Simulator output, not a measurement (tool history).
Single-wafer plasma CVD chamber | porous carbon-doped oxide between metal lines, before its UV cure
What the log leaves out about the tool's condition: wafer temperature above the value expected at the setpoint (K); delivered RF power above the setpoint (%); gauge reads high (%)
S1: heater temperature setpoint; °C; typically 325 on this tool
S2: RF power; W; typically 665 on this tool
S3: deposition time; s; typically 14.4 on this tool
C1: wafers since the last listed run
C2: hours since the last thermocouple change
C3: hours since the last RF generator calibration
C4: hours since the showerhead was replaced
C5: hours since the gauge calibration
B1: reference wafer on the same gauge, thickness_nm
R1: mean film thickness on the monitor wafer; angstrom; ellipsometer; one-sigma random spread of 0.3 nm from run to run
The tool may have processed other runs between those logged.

run 1 hour=0.0 | S1=325 S2=665 S3=14.4 | C1=0 C2=831.6 C3=843.3 C4=3917.4 C5=267.6 | B1=99.448 | R1=906.57
run 2 hour=17.6 | S1=330 S2=665 S3=14.4 | C1=344 C2=849.2 C3=860.9 C4=3935.0 C5=285.2 | B1=99.563 | R1=874.42
run 3 hour=32.8 | S1=325 S2=665 S3=14.4 | C1=297 C2=864.4 C3=876.1 C4=3950.2 C5=300.4 | B1=99.532 | R1=901.22
run 4 hour=41.7 | S1=325 S2=665 S3=14.4 | C1=174 C2=873.3 C3=885.0 C4=3959.1 C5=309.3 | B1=99.512 | R1=904.89
run 5 hour=53.6 | S1=325 S2=665 S3=14.4 | C1=232 C2=885.2 C3=896.9 C4=3971.0 C5=321.2 | B1=99.465 | R1=901.57
run 6 hour=63.0 | S1=325 S2=665 S3=14.4 | C1=184 C2=894.6 C3=906.3 C4=3980.4 C5=330.6 | B1=99.514 | R1=899.34
run 7 hour=76.5 | S1=325 S2=665 S3=14.4 | C1=264 C2=908.1 C3=919.8 C4=3993.9 C5=344.1 | B1=99.505 | R1=898.97
run 8 hour=88.6 | S1=325 S2=665 S3=14.4 | C1=236 C2=920.2 C3=931.9 C4=4006.0 C5=356.2 | B1=99.470 | R1=901.38
run 9 hour=101.0 | S1=313 S2=665 S3=14.4 | C1=242 C2=932.6 C3=944.3 C4=4018.4 C5=368.6 | B1=99.492 | R1=965.93
run 10 hour=116.2 | S1=313 S2=665 S3=14.4 | C1=297 C2=947.8 C3=959.5 C4=4033.6 C5=383.8 | B1=99.489 | R1=972.55
run 11 hour=124.3 | S1=325 S2=665 S3=14.4 | C1=158 C2=955.9 C3=967.6 C4=4041.7 C5=391.9 | B1=99.520 | R1=904.80
-- hour=153.0 RF generator calibrated
run 12 hour=169.1 | S1=325 S2=625 S3=16.6 | C1=720 C2=1000.7 C3=16.1 C4=4086.5 C5=436.7 | B1=99.520 | R1=995.13
run 13 hour=176.8 | S1=325 S2=665 S3=14.4 | C1=150 C2=1008.4 C3=23.8 C4=4094.2 C5=444.4 | B1=99.537 | R1=901.02
run 14 hour=187.7 | S1=325 S2=665 S3=14.4 | C1=213 C2=1019.3 C3=34.7 C4=4105.1 C5=455.3 | B1=99.545 | R1=904.85
run 15 hour=221.3 | S1=325 S2=665 S3=14.4 | C1=657 C2=1052.9 C3=68.3 C4=4138.7 C5=488.9 | B1=99.631 | R1=901.90
run 16 hour=234.3 | S1=325 S2=665 S3=14.4 | C1=254 C2=1065.9 C3=81.3 C4=4151.7 C5=501.9 | B1=99.542 | R1=900.23
run 17 hour=247.0 | S1=325 S2=735 S3=14.4 | C1=248 C2=1078.6 C3=94.0 C4=4164.4 C5=514.6 | B1=99.518 | R1=963.89
run 18 hour=263.1 | S1=340 S2=585 S3=13.4 | C1=315 C2=1094.7 C3=110.1 C4=4180.5 C5=530.7 | B1=99.483 | R1=710.99
-- hour=266.0 gauge calibrated
-- hour=272.9 thermocouple changed; heater temperature recalibrated
-- hour=276.5 showerhead replaced
run 19 hour=277.2 | S1=339 S2=750 S3=13.6 | C1=49 C2=4.3 C3=124.2 C4=0.7 C5=11.2 | B1=99.480 | R1=863.84
run 20 hour=304.9 | S1=325 S2=665 S3=14.4 | C1=542 C2=32.0 C3=151.9 C4=28.4 C5=38.9 | B1=99.554 | R1=902.83
run 21 hour=320.4 | S1=325 S2=665 S3=14.4 | C1=303 C2=47.5 C3=167.4 C4=43.9 C5=54.4 | B1=99.546 | R1=906.15
run 22 hour=332.3 | S1=335 S2=730 S3=17.1 | C1=232 C2=59.4 C3=179.3 C4=55.8 C5=66.3 | B1=99.503 | R1=1078.23
run 23 hour=338.7 | S1=332 S2=790 S3=12.9 | C1=125 C2=65.8 C3=185.7 C4=62.2 C5=72.7 | B1=99.514 | R1=886.01
run 24 hour=354.2 | S1=325 S2=665 S3=14.4 | C1=303 C2=81.3 C3=201.2 C4=77.7 C5=88.2 | B1=99.471 | R1=904.79
run 25 hour=367.1 | S1=325 S2=790 S3=13.6 | C1=252 C2=94.2 C3=214.1 C4=90.6 C5=101.1 | B1=99.495 | R1=965.01
run 26 hour=405.4 | S1=325 S2=665 S3=16.6 | C1=749 C2=132.5 C3=252.4 C4=128.9 C5=139.4 | B1=99.564 | R1=1041.90
run 27 hour=412.4 | S1=325 S2=665 S3=14.4 | C1=137 C2=139.5 C3=259.4 C4=135.9 C5=146.4 | B1=99.483 | R1=905.94
run 28 hour=423.0 | S1=331 S2=710 S3=12.3 | C1=207 C2=150.1 C3=270.0 C4=146.5 C5=157.0 | B1=99.589 | R1=785.23
run 29 hour=432.2 | S1=325 S2=555 S3=14.4 | C1=180 C2=159.3 C3=279.2 C4=155.7 C5=166.2 | B1=99.438 | R1=790.46
run 30 hour=446.4 | S1=316 S2=665 S3=14.4 | C1=278 C2=173.5 C3=293.4 C4=169.9 C5=180.4 | B1=99.514 | R1=950.40
run 31 hour=454.9 | S1=316 S2=665 S3=14.4 | C1=166 C2=182.0 C3=301.9 C4=178.4 C5=188.9 | B1=99.578 | R1=949.56
run 32 hour=470.1 | S1=325 S2=665 S3=14.4 | C1=297 C2=197.2 C3=317.1 C4=193.6 C5=204.1 | B1=99.430 | R1=898.77
run 33 hour=476.5 | S1=331 S2=545 S3=13.4 | C1=125 C2=203.6 C3=323.5 C4=200.0 C5=210.5 | B1=99.473 | R1=705.49
run 34 hour=491.5 | S1=312 S2=665 S3=13.0 | C1=293 C2=218.6 C3=338.5 C4=215.0 C5=225.5 | B1=99.589 | R1=880.79
run 35 hour=500.8 | S1=325 S2=665 S3=14.4 | C1=182 C2=227.9 C3=347.8 C4=224.3 C5=234.8 | B1=99.531 | R1=899.63

3 ways to go on from here, each from the tool as it stands after run 35. What would each give?
run A hour=501.2 | S1=325 S2=665 S3=14.4 | C1=7 C2=228.3 C3=348.2 C4=224.7 C5=235.2 | B1=? | R1=?
run B hour=501.2 | S1=338 S2=665 S3=13.3 | C1=7 C2=228.3 C3=348.2 C4=224.7 C5=235.2 | B1=? | R1=?
run C hour=501.2 | S1=316 S2=775 S3=14.4 | C1=7 C2=228.3 C3=348.2 C4=224.7 C5=235.2 | B1=? | R1=?

run=A B1=99.424 R1=909.78
run=B B1=99.424 R1=786.91
run=C B1=99.424 R1=1067.83
What these runs would have given with no unlogged condition in the tool:
run=A R1=909.78
run=B R1=786.91
run=C R1=1067.83
